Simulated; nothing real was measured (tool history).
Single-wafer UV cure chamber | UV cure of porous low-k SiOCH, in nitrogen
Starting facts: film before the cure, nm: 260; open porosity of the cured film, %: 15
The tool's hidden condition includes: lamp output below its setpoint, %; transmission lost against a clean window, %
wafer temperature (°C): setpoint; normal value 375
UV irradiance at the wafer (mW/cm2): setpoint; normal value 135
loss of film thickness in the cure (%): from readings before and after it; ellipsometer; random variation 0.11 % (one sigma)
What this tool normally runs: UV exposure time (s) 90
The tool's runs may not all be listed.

run   hour  wafer temperature (°C)  UV exposure time (s)  UV irradiance at the wafer (mW/cm2)  wafers since the last listed run  hours since the UV bulbs were replaced  wafers since the quartz window was cleaned  loss of film thickness in the cure (%)
  1      0                     375                    90                                  135                                 0                                  1406.4                                        4058                                   6.624
  2   20.3                     375                    90                                  135                                90                                  1426.7                                        4148                                   6.833
  3   32.5                     375                    90                                  135                                54                                  1438.9                                        4202                                   6.633
  4    112                     375                    90                                  135                               352                                  1518.4                                        4554                                   6.491
  5  145.3                     389                   125                                  135                               147                                  1551.7                                        4702                                     7.9
  6  166.8                     389                   125                                  135                                95                                  1573.2                                        4798                                   8.045
  7  188.6                     389                   125                                  135                                96                                    1595                                        4894                                   7.943
  8  200.7                     375                    90                                  135                                53                                  1607.1                                        4948                                     6.6
  9  221.7                     375                    90                                  135                                93                                  1628.1                                        5041                                   6.508
     245.7  -- quartz window cleaned
 10  246.2                     375                    90                                  135                                73                                  1652.6                                           2                                   7.375
 11  281.3                     383                    90                                  135                               155                                  1687.7                                         157                                   7.503
     297.6  -- UV bulbs replaced
 12  301.6                     383                    90                                  135                                54                                       4                                         212                                   7.357
 13  331.3                     383                    90                                  135                               131                                    33.7                                         344                                    7.42
 14  355.3                     389                    55                                  135                               106                                    57.7                                         450                                   5.635
 15  374.9                     365                    75                                  160                                86                                    77.3                                         537                                   6.855

Estimate the outcome of run 16 from the log above:
 16  389.3                     375                    90                                  135                                63                                    91.7                                         601                                       ?

{"run 16": {"loss of film thickness in the cure (%)": 7.166}}
The same run, on a tool lacking any hidden state, would have yielded loss of film thickness in the cure (%) 7.307.
